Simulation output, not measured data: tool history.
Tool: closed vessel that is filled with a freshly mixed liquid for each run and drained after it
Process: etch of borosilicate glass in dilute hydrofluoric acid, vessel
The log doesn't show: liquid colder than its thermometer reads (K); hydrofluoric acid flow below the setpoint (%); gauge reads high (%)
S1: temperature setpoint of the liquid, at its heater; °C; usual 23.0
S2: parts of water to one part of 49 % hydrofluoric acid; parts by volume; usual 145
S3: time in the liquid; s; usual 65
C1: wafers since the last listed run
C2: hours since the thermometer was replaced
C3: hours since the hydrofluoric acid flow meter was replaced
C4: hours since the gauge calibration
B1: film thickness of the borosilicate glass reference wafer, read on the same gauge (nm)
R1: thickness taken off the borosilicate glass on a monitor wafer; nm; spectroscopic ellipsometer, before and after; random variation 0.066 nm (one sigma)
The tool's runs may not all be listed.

run,hour,S1,S2,S3,C1,C2,C3,C4,B1,R1
1,0.0,23.0,145,65,0,3006.4,503.8,41.6,60.01,12.22
2,6.1,23.0,145,65,676,3012.5,509.9,47.7,59.97,12.34
3,15.3,23.0,145,65,1020,3021.7,519.1,56.9,59.98,12.11
4,39.1,23.0,145,65,2641,3045.5,542.9,80.7,60.06,12.24
5,57.1,23.0,145,65,1997,3063.5,560.9,98.7,59.96,12.17
6,70.0,23.0,145,65,1431,3076.4,573.8,111.6,60.02,12.10
7,77.0,23.0,145,65,776,3083.4,580.8,118.6,59.95,12.28
8,86.3,23.0,145,65,1032,3092.7,590.1,127.9,60.01,12.23
# hour 93.6: gauge calibrated
9,96.1,23.0,145,65,1087,3102.5,599.9,2.5,59.99,12.43
# hour 101.4: hydrofluoric acid flow meter replaced
10,105.6,28.0,145,65,943,3112.0,4.2,12.0,60.02,14.77
11,119.7,25.5,145,65,1564,3126.1,18.3,26.1,59.97,13.45
12,128.2,23.0,145,65,943,3134.6,26.8,34.6,59.99,12.26
# hour 132.2: thermometer replaced
13,143.0,19.0,75,65,1531,10.8,41.6,49.4,59.97,21.83
14,159.7,26.5,145,65,1853,27.5,58.3,66.1,59.96,14.00
15,173.3,23.0,145,65,1509,41.1,71.9,79.7,59.94,12.17
16,192.8,23.0,145,35,2163,60.6,91.4,99.2,60.03,6.62
17,203.0,20.5,205,65,1131,70.8,101.6,109.4,60.00,7.50

Forecast run 18:
18,217.7,26.0,95,30,1631,85.5,116.3,124.1,?,?

Run 18 gave B1 60.03, R1 10.44 nm.
Without the tool's hidden state the same run would have given R1 10.44 nm.
